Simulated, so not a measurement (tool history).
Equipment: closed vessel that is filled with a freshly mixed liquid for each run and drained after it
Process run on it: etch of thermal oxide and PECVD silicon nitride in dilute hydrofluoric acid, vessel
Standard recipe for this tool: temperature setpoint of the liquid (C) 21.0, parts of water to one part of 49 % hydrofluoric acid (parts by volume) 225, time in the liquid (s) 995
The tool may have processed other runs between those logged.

run    hour  temperature setpoint of the liquid (C)  parts of water to one part of 49 % hydrofluoric acid (parts by volume)  time in the liquid (s)  read-back film thickness of the thermal oxide reference wafer, read on the same gauge (nm)  read-back film thickness of the PECVD silicon nitride reference wafer, read on the same gauge (nm)  thickness taken off the thermal oxide on a monitor wafer (Å)  thickness taken off the PECVD silicon nitride on a monitor wafer (Å)
  1     0.0                                    24.5                                                                     225                     995                                                                                       47.43                                                                                               37.93                                                         172.7                                                                 232.4
  2    62.7                                    21.0                                                                     225                     995                                                                                       47.41                                                                                               37.97                                                         153.6                                                                 183.1
  3    95.4                                    21.0                                                                     225                     995                                                                                       47.41                                                                                               37.99                                                         151.6                                                                 182.7
  4   155.5                                    21.0                                                                     225                     995                                                                                       47.39                                                                                               37.88                                                         150.5                                                                 182.2
  5   193.7                                    21.0                                                                     225                     995                                                                                       47.39                                                                                               37.96                                                         153.0                                                                 181.1
  6   240.5                                    23.0                                                                     150                     995                                                                                       47.35                                                                                               37.85                                                         268.3                                                                 310.1
  7   311.6                                    18.5                                                                     290                    1315                                                                                       47.33                                                                                               37.85                                                         134.0                                                                 160.7
      342.3  -- hydrofluoric acid flow meter replaced
  8   368.9                                    21.0                                                                     120                     785                                                                                       47.32                                                                                               37.84                                                         251.7                                                                 267.2
  9   424.1                                    23.5                                                                     180                     995                                                                                       47.32                                                                                               37.83                                                         218.8                                                                 265.8
 10   454.4                                    21.0                                                                     225                     995                                                                                       47.30                                                                                               37.89                                                         152.0                                                                 180.9
 11   513.1                                    18.0                                                                     145                    1555                                                                                       47.30                                                                                               37.82                                                         352.1                                                                 355.8
      541.2  -- thermometer replaced
 12   548.6                                    25.0                                                                     320                     815                                                                                       47.28                                                                                               37.82                                                          92.5                                                                 135.8
 13   600.3                                    25.5                                                                     130                    1445                                                                                       47.29                                                                                               37.80                                                         500.0                                                                 609.5
 14   662.3                                    25.0                                                                     325                     805                                                                                       47.26                                                                                               37.80                                                          89.7                                                                 130.1
 15   700.8                                    24.0                                                                     275                    1440                                                                                       47.28                                                                                               37.85                                                         189.8                                                                 262.8
      738.6  -- gauge calibrated
 16   742.5                                    21.0                                                                     160                    1295                                                                                       49.99                                                                                               39.96                                                         313.3                                                                 348.9
 17   803.2                                    24.5                                                                     150                     745                                                                                       49.81                                                                                               39.88                                                         223.6                                                                 265.2
 18   866.5                                    21.0                                                                     225                     995                                                                                       49.63                                                                                               39.70                                                         160.9                                                                 192.1
 19   900.8                                    17.0                                                                     265                     625                                                                                       49.53                                                                                               39.62                                                          70.9                                                                  78.0
 20   947.7                                    17.0                                                                     310                    1415                                                                                       49.40                                                                                               39.56                                                         129.8                                                                 153.1
 21   981.3                                    19.5                                                                     290                    1390                                                                                       49.32                                                                                               39.44                                                         152.5                                                                 188.7
 22  1016.1                                    21.0                                                                     225                     995                                                                                       49.25                                                                                               39.38                                                         159.1                                                                 188.4
 23  1087.1                                    21.0                                                                     180                     460                                                                                       49.08                                                                                               39.24                                                          95.5                                                                 109.2
 24  1158.4                                    21.0                                                                     225                     995                                                                                       48.94                                                                                               39.12                                                         157.0                                                                 186.8

For each run, what was the tool's unlogged condition?
liquid colder than its thermometer reads (K): 0 across all the runs
hydrofluoric acid flow below the setpoint (%): 0 across all the runs
H1: gauge reads high (%)
run       H1
  1    -5.13
  2    -5.18
  3     -5.2
  4    -5.24
  5    -5.26
  6    -5.29
  7    -5.32
  8    -5.35
  9    -5.37
 10    -5.39
 11    -5.41
 12    -5.42
 13    -5.44
 14    -5.46
 15    -5.47
 16  0.00459
 17   -0.391
 18   -0.768
 19   -0.958
 20     -1.2
 21    -1.37
 22    -1.53
 23    -1.84
 24    -2.12

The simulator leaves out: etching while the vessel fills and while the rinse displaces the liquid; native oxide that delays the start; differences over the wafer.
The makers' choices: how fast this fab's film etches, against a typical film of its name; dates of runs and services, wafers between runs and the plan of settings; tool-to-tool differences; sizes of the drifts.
